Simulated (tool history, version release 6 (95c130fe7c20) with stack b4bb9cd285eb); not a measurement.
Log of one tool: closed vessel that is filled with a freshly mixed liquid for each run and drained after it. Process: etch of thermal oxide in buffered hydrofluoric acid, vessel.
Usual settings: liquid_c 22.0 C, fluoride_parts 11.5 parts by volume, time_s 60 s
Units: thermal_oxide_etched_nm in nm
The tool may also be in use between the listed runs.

run	day	liquid_c	fluoride_parts	time_s	read-back film thickness of the thermal oxide reference wafer, read on the same gauge (nm)	thermal_oxide_etched_nm
1	0.000	22.0	11.5	60	39.98	54.80
2	3.575	22.0	11.5	60	40.00	54.84
3	10.938	22.0	11.5	60	39.99	54.52
4	13.583	22.0	11.5	60	39.98	54.47
5	18.038	22.0	11.5	60	40.03	54.75
6	20.762	22.0	11.5	50	39.97	44.94
7	23.342	22.0	11.5	50	39.99	45.23
8	25.800	22.0	11.5	50	40.00	45.05
9	28.104	20.5	11.5	60	40.01	49.39
10	40.375	17.5	13.5	35	40.01	20.94
11	44.550	22.0	11.5	60	40.01	53.57
12	46.267	20.5	8.0	45	40.04	51.41
13	48.100	23.5	11.5	35	40.01	33.58
14	50.429	19.0	8.5	95	40.04	92.24
15	62.821	22.0	14.5	80	40.01	59.55
16	65.917	22.0	9.0	60	39.99	68.17
17	70.092	18.0	15.0	90	39.99	51.12
18	73.696	22.0	11.5	60	40.00	55.26
19	75.846	25.0	7.0	50	40.00	86.42

Taken out of this log: 3 entries between the listed runs. Where each belongs, and how the hidden state differs across it:
Between runs 9 and 10: thermometer replaced (day 28.575); gauge calibrated (day 30.754)
  hydrofluoric acid flow below the setpoint (%): 3.33 -> 4.08
  measured less the result without the state, thermal_oxide_etched_nm: -1.66 -> -0.88 nm
Between runs 14 and 15: hydrofluoric acid flow meter replaced (day 59.767)
  hydrofluoric acid flow below the setpoint (%): 4.69 -> 0.369
  measured less the result without the state, thermal_oxide_etched_nm: -4.95 -> -0.22 nm
